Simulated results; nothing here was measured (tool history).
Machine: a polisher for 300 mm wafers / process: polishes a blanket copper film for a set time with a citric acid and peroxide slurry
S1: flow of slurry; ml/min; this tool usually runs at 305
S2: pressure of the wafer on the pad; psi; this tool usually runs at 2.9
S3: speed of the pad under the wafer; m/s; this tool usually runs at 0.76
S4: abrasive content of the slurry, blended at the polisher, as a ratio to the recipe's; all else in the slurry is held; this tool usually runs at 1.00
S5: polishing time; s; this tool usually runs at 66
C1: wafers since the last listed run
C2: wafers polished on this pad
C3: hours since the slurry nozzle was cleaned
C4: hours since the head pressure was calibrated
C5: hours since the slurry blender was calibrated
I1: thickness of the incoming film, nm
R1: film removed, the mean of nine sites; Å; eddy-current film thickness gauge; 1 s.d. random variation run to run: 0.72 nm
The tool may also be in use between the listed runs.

{"run": 1, "day": 0.0, "S1": 305, "S2": 2.9, "S3": 0.76, "S4": 1.0, "S5": 66, "C1": 0, "C2": 1708, "C3": 707.1, "C4": 344.0, "C5": 295.1, "I1": 1142.3, "R1": 923}
{"run": 2, "day": 0.504, "S1": 305, "S2": 2.9, "S3": 0.76, "S4": 1.0, "S5": 66, "C1": 106, "C2": 1814, "C3": 719.2, "C4": 356.1, "C5": 307.2, "I1": 1142.3, "R1": 929}
{"run": 3, "day": 1.083, "S1": 305, "S2": 2.9, "S3": 0.76, "S4": 1.0, "S5": 66, "C1": 122, "C2": 1936, "C3": 733.1, "C4": 370.0, "C5": 321.1, "I1": 1137.0, "R1": 927}
{"day": 1.254, "done": "worn pad replaced by a new one"}
{"run": 4, "day": 2.954, "S1": 305, "S2": 2.9, "S3": 0.76, "S4": 1.0, "S5": 66, "C1": 359, "C2": 358, "C3": 778.0, "C4": 414.9, "C5": 366.0, "I1": 1172.1, "R1": 912}
{"run": 5, "day": 3.662, "S1": 305, "S2": 2.9, "S3": 0.76, "S4": 1.0, "S5": 66, "C1": 149, "C2": 508, "C3": 795.0, "C4": 431.9, "C5": 383.0, "I1": 1160.5, "R1": 908}
{"day": 4.4, "done": "head pressure recalibrated"}
{"run": 6, "day": 4.421, "S1": 305, "S2": 2.9, "S3": 0.76, "S4": 1.0, "S5": 66, "C1": 142, "C2": 650, "C3": 813.2, "C4": 0.5, "C5": 401.2, "I1": 1167.2, "R1": 911}
{"run": 7, "day": 4.921, "S1": 305, "S2": 2.9, "S3": 0.58, "S4": 1.0, "S5": 66, "C1": 105, "C2": 756, "C3": 825.2, "C4": 12.5, "C5": 413.2, "I1": 1169.6, "R1": 719}
{"day": 6.675, "done": "slurry blender recalibrated"}
{"run": 8, "day": 7.075, "S1": 305, "S2": 2.9, "S3": 0.58, "S4": 1.0, "S5": 66, "C1": 437, "C2": 1193, "C3": 876.9, "C4": 64.2, "C5": 9.6, "I1": 1140.3, "R1": 752}
{"run": 9, "day": 8.233, "S1": 270, "S2": 2.9, "S3": 0.76, "S4": 1.0, "S5": 66, "C1": 244, "C2": 1437, "C3": 904.7, "C4": 92.0, "C5": 37.4, "I1": 1159.8, "R1": 921}
{"run": 10, "day": 9.446, "S1": 395, "S2": 2.9, "S3": 0.64, "S4": 1.0, "S5": 66, "C1": 255, "C2": 1693, "C3": 933.8, "C4": 121.1, "C5": 66.5, "I1": 1157.8, "R1": 829}
{"day": 9.579, "done": "slurry nozzle cleaned"}
{"day": 9.833, "done": "worn pad replaced by a new one"}
{"run": 11, "day": 10.762, "S1": 385, "S2": 2.9, "S3": 0.76, "S4": 1.0, "S5": 66, "C1": 233, "C2": 195, "C3": 28.4, "C4": 152.7, "C5": 98.1, "I1": 1144.2, "R1": 950}
{"run": 12, "day": 12.083, "S1": 305, "S2": 2.9, "S3": 0.76, "S4": 1.15, "S5": 56, "C1": 278, "C2": 474, "C3": 60.1, "C4": 184.4, "C5": 129.8, "I1": 1158.2, "R1": 828}
{"run": 13, "day": 13.538, "S1": 305, "S2": 2.9, "S3": 0.68, "S4": 0.85, "S5": 66, "C1": 306, "C2": 781, "C3": 95.0, "C4": 219.3, "C5": 164.7, "I1": 1166.0, "R1": 805}
{"run": 14, "day": 14.379, "S1": 255, "S2": 2.9, "S3": 1.0, "S4": 1.0, "S5": 44, "C1": 177, "C2": 959, "C3": 115.2, "C4": 239.5, "C5": 184.9, "I1": 1160.5, "R1": 774}
{"run": 15, "day": 14.954, "S1": 305, "S2": 2.9, "S3": 0.76, "S4": 1.0, "S5": 75, "C1": 121, "C2": 1080, "C3": 129.0, "C4": 253.3, "C5": 198.7, "I1": 1185.5, "R1": 1058}
{"run": 16, "day": 15.883, "S1": 390, "S2": 2.9, "S3": 0.76, "S4": 1.2, "S5": 51, "C1": 196, "C2": 1276, "C3": 151.3, "C4": 275.6, "C5": 221.0, "I1": 1169.6, "R1": 766}
{"run": 17, "day": 16.921, "S1": 305, "S2": 2.9, "S3": 0.82, "S4": 1.0, "S5": 66, "C1": 218, "C2": 1495, "C3": 176.2, "C4": 300.5, "C5": 245.9, "I1": 1168.6, "R1": 979}
{"run": 18, "day": 18.058, "S1": 255, "S2": 2.9, "S3": 1.0, "S4": 1.0, "S5": 44, "C1": 240, "C2": 1735, "C3": 203.5, "C4": 327.8, "C5": 273.2, "I1": 1173.4, "R1": 759}
{"day": 18.529, "done": "worn pad replaced by a new one"}
{"run": 19, "day": 19.304, "S1": 250, "S2": 2.9, "S3": 0.64, "S4": 1.0, "S5": 66, "C1": 227, "C2": 163, "C3": 233.4, "C4": 357.7, "C5": 303.1, "I1": 1163.6, "R1": 775}
{"run": 20, "day": 19.992, "S1": 255, "S2": 2.9, "S3": 1.0, "S4": 1.0, "S5": 44, "C1": 145, "C2": 308, "C3": 249.9, "C4": 374.2, "C5": 319.6, "I1": 1168.1, "R1": 759}
{"run": 21, "day": 21.221, "S1": 305, "S2": 2.9, "S3": 0.52, "S4": 0.75, "S5": 66, "C1": 259, "C2": 568, "C3": 279.4, "C4": 403.7, "C5": 349.1, "I1": 1166.6, "R1": 623}
{"run": 22, "day": 22.654, "S1": 305, "S2": 2.9, "S3": 0.76, "S4": 1.0, "S5": 66, "C1": 302, "C2": 870, "C3": 313.8, "C4": 438.1, "C5": 383.5, "I1": 1150.7, "R1": 911}
{"day": 23.029, "done": "head pressure recalibrated"}
{"run": 23, "day": 23.742, "S1": 305, "S2": 3.2, "S3": 0.86, "S4": 1.0, "S5": 49, "C1": 211, "C2": 1082, "C3": 339.9, "C4": 17.1, "C5": 409.6, "I1": 1149.7, "R1": 781}
{"run": 24, "day": 25.062, "S1": 285, "S2": 2.9, "S3": 0.76, "S4": 1.0, "S5": 81, "C1": 278, "C2": 1361, "C3": 371.6, "C4": 48.8, "C5": 441.3, "I1": 1167.7, "R1": 1088}
{"day": 25.908, "done": "slurry blender recalibrated"}
{"run": 25, "day": 26.404, "S1": 305, "S2": 2.1, "S3": 0.76, "S4": 1.0, "S5": 66, "C1": 265, "C2": 1627, "C3": 403.8, "C4": 81.0, "C5": 11.9, "I1": 1166.9, "R1": 779}
{"day": 27.488, "done": "worn pad replaced by a new one"}
{"run": 26, "day": 27.508, "S1": 305, "S2": 2.1, "S3": 0.76, "S4": 1.1, "S5": 57, "C1": 197, "C2": 4, "C3": 430.3, "C4": 107.5, "C5": 38.4, "I1": 1171.0, "R1": 689}
{"run": 27, "day": 28.567, "S1": 305, "S2": 2.4, "S3": 0.56, "S4": 1.2, "S5": 81, "C1": 223, "C2": 228, "C3": 455.7, "C4": 132.9, "C5": 63.8, "I1": 1139.8, "R1": 846}
{"run": 28, "day": 29.175, "S1": 380, "S2": 2.9, "S3": 0.76, "S4": 1.25, "S5": 66, "C1": 128, "C2": 356, "C3": 470.3, "C4": 147.5, "C5": 78.4, "I1": 1171.6, "R1": 1015}
{"run": 29, "day": 30.65, "S1": 305, "S2": 2.9, "S3": 0.76, "S4": 1.0, "S5": 66, "C1": 311, "C2": 667, "C3": 505.7, "C4": 182.9, "C5": 113.8, "I1": 1149.0, "R1": 947}
{"run": 30, "day": 31.192, "S1": 215, "S2": 2.6, "S3": 0.84, "S4": 0.9, "S5": 66, "C1": 114, "C2": 782, "C3": 518.7, "C4": 195.9, "C5": 126.8, "I1": 1155.4, "R1": 893}

Forecast each of these 4 alternatives for the next run:
{"run": "A", "day": 31.208, "S1": 305, "S2": 2.9, "S3": 0.76, "S4": 1.0, "S5": 66, "C1": 3, "C2": 785, "C3": 519.1, "C4": 196.3, "C5": 127.2, "I1": 1143.7, "R1": "?"}
{"run": "B", "day": 31.208, "S1": 380, "S2": 2.0, "S3": 0.76, "S4": 1.0, "S5": 66, "C1": 3, "C2": 785, "C3": 519.1, "C4": 196.3, "C5": 127.2, "I1": 1143.7, "R1": "?"}
{"run": "C", "day": 31.208, "S1": 380, "S2": 2.9, "S3": 0.76, "S4": 1.0, "S5": 66, "C1": 3, "C2": 785, "C3": 519.1, "C4": 196.3, "C5": 127.2, "I1": 1143.7, "R1": "?"}
{"run": "D", "day": 31.208, "S1": 245, "S2": 2.6, "S3": 1.02, "S4": 1.0, "S5": 85, "C1": 3, "C2": 785, "C3": 519.1, "C4": 196.3, "C5": 127.2, "I1": 1143.7, "R1": "?"}

run=A R1=943
run=B R1=778
run=C R1=961
run=D R1=1433
Take away the tool's hidden state, keep each run's random variation, and the runs would have read:
run=A R1=949
run=B R1=783
run=C R1=967
run=D R1=1442
